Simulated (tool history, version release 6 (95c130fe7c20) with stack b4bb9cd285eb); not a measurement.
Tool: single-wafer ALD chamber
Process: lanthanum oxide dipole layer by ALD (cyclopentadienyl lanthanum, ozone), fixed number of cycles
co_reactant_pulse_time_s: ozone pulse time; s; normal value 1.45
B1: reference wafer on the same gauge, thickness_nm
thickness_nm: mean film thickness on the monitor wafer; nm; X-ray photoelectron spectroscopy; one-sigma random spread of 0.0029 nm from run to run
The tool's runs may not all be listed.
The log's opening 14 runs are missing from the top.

{"run": 15, "hour": 739.7, "co_reactant_pulse_time_s": 1.19, "B1": 0.567, "thickness_nm": 0.564}
{"run": 16, "hour": 810.3, "co_reactant_pulse_time_s": 1.45, "B1": 0.566, "thickness_nm": 0.58}
{"hour": 811.2, "done": "gauge calibrated"}
{"run": 17, "hour": 838.9, "co_reactant_pulse_time_s": 1.01, "B1": 0.567, "thickness_nm": 0.543}
{"run": 18, "hour": 893.6, "co_reactant_pulse_time_s": 1.3, "B1": 0.566, "thickness_nm": 0.567}
{"hour": 937.8, "done": "ozone generator serviced"}
{"run": 19, "hour": 962.9, "co_reactant_pulse_time_s": 1.45, "B1": 0.566, "thickness_nm": 0.595}
{"run": 20, "hour": 991.3, "co_reactant_pulse_time_s": 1.27, "B1": 0.566, "thickness_nm": 0.589}
{"run": 21, "hour": 1025.4, "co_reactant_pulse_time_s": 0.9, "B1": 0.565, "thickness_nm": 0.557}
{"run": 22, "hour": 1063.8, "co_reactant_pulse_time_s": 1.45, "B1": 0.567, "thickness_nm": 0.594}
{"run": 23, "hour": 1099.9, "co_reactant_pulse_time_s": 1.74, "B1": 0.566, "thickness_nm": 0.608}
{"run": 24, "hour": 1131.5, "co_reactant_pulse_time_s": 1.45, "B1": 0.566, "thickness_nm": 0.597}
{"run": 25, "hour": 1163.1, "co_reactant_pulse_time_s": 1.26, "B1": 0.565, "thickness_nm": 0.585}
{"hour": 1199.9, "done": "showerhead replaced"}
{"run": 26, "hour": 1200.4, "co_reactant_pulse_time_s": 0.89, "B1": 0.566, "thickness_nm": 0.555}
{"run": 27, "hour": 1250.9, "co_reactant_pulse_time_s": 1.45, "B1": 0.565, "thickness_nm": 0.595}
{"run": 28, "hour": 1360.4, "co_reactant_pulse_time_s": 1.45, "B1": 0.566, "thickness_nm": 0.593}
{"run": 29, "hour": 1413.9, "co_reactant_pulse_time_s": 1.24, "B1": 0.566, "thickness_nm": 0.58}
{"run": 30, "hour": 1451.2, "co_reactant_pulse_time_s": 1.45, "B1": 0.567, "thickness_nm": 0.59}
{"run": 31, "hour": 1489.9, "co_reactant_pulse_time_s": 1.03, "B1": 0.566, "thickness_nm": 0.562}
{"run": 32, "hour": 1521.7, "co_reactant_pulse_time_s": 1.92, "B1": 0.566, "thickness_nm": 0.613}
{"run": 33, "hour": 1580.3, "co_reactant_pulse_time_s": 1.08, "B1": 0.566, "thickness_nm": 0.571}
{"run": 34, "hour": 1624.6, "co_reactant_pulse_time_s": 1.21, "B1": 0.567, "thickness_nm": 0.574}

Below are 4 alternative next runs, each starting from the tool's condition after run 34. Predict each:
{"run": "A", "hour": 1625.0, "co_reactant_pulse_time_s": 1.45, "B1": "?", "thickness_nm": "?"}
{"run": "B", "hour": 1625.0, "co_reactant_pulse_time_s": 1.62, "B1": "?", "thickness_nm": "?"}
{"run": "C", "hour": 1625.0, "co_reactant_pulse_time_s": 1.15, "B1": "?", "thickness_nm": "?"}
{"run": "D", "hour": 1625.0, "co_reactant_pulse_time_s": 1.07, "B1": "?", "thickness_nm": "?"}

run=A B1=0.566 thickness_nm=0.589
run=B B1=0.566 thickness_nm=0.598
run=C B1=0.566 thickness_nm=0.569
run=D B1=0.566 thickness_nm=0.562
Without the tool's hidden state the same runs would have given:
run=A thickness_nm=0.595
run=B thickness_nm=0.603
run=C thickness_nm=0.576
run=D thickness_nm=0.57
